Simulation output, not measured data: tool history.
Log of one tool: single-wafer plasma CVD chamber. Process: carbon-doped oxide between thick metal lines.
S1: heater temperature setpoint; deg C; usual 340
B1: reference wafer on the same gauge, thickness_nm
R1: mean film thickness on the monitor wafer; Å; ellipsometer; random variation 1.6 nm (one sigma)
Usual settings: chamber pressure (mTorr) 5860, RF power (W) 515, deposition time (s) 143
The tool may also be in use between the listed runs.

run 1 day=0 | S1=340 chamber_pressure_(mTorr)=5860 RF_power_(W)=515 deposition_time_(s)=143 | B1=751.463 | R1=6708.94
run 2 day=0.55 | S1=340 chamber_pressure_(mTorr)=5860 RF_power_(W)=515 deposition_time_(s)=143 | B1=751.643 | R1=6713.08
run 3 day=1.167 | S1=346 chamber_pressure_(mTorr)=5860 RF_power_(W)=515 deposition_time_(s)=143 | B1=752.022 | R1=6639.83
run 4 day=1.579 | S1=346 chamber_pressure_(mTorr)=5860 RF_power_(W)=515 deposition_time_(s)=143 | B1=750.621 | R1=6636.12
run 5 day=2.225 | S1=340 chamber_pressure_(mTorr)=6540 RF_power_(W)=515 deposition_time_(s)=143 | B1=749.933 | R1=6799.01
run 6 day=2.95 | S1=340 chamber_pressure_(mTorr)=5860 RF_power_(W)=515 deposition_time_(s)=151 | B1=750.835 | R1=7073.81
run 7 day=3.471 | S1=340 chamber_pressure_(mTorr)=5860 RF_power_(W)=515 deposition_time_(s)=151 | B1=750.923 | R1=7068.86
-- day=3.967 capacitance manometer re-zeroed and calibrated
run 8 day=4.792 | S1=340 chamber_pressure_(mTorr)=5860 RF_power_(W)=515 deposition_time_(s)=143 | B1=750.735 | R1=6719.15
-- day=5.371 showerhead replaced, of another model than before
run 9 day=5.421 | S1=340 chamber_pressure_(mTorr)=5860 RF_power_(W)=515 deposition_time_(s)=143 | B1=750.867 | R1=6861.67
run 10 day=5.804 | S1=340 chamber_pressure_(mTorr)=5860 RF_power_(W)=515 deposition_time_(s)=143 | B1=751.395 | R1=6856.96
run 11 day=7.854 | S1=332 chamber_pressure_(mTorr)=7160 RF_power_(W)=430 deposition_time_(s)=119 | B1=751.365 | R1=5508.46
run 12 day=8.571 | S1=340 chamber_pressure_(mTorr)=5860 RF_power_(W)=515 deposition_time_(s)=143 | B1=751.604 | R1=6833.38
run 13 day=9.271 | S1=340 chamber_pressure_(mTorr)=5860 RF_power_(W)=515 deposition_time_(s)=143 | B1=750.216 | R1=6848.2
-- day=9.775 thermocouple changed; heater temperature recalibrated
run 14 day=9.796 | S1=340 chamber_pressure_(mTorr)=5860 RF_power_(W)=515 deposition_time_(s)=143 | B1=751.219 | R1=6846.82
-- day=9.983 gauge calibrated
run 15 day=10.108 | S1=325 chamber_pressure_(mTorr)=5860 RF_power_(W)=515 deposition_time_(s)=122 | B1=750.532 | R1=6093.45
run 16 day=10.833 | S1=331 chamber_pressure_(mTorr)=5860 RF_power_(W)=515 deposition_time_(s)=152 | B1=750.659 | R1=7435.56
run 17 day=11.55 | S1=332 chamber_pressure_(mTorr)=5860 RF_power_(W)=515 deposition_time_(s)=169 | B1=751.459 | R1=8245.66
run 18 day=12.079 | S1=351 chamber_pressure_(mTorr)=5340 RF_power_(W)=480 deposition_time_(s)=143 | B1=751.363 | R1=6497.09
-- day=12.546 RF generator calibrated
run 19 day=12.567 | S1=340 chamber_pressure_(mTorr)=5860 RF_power_(W)=515 deposition_time_(s)=143 | B1=750.96 | R1=7084.29

The next listed run, before its measurement:
run 20 day=13.142 | S1=340 chamber_pressure_(mTorr)=5860 RF_power_(W)=515 deposition_time_(s)=143 | B1=? | R1=?

{"run 20": {"B1": 750.667, "R1": 7082.31}}
Without the tool's hidden state the same run would have given R1 7095.62 Å.
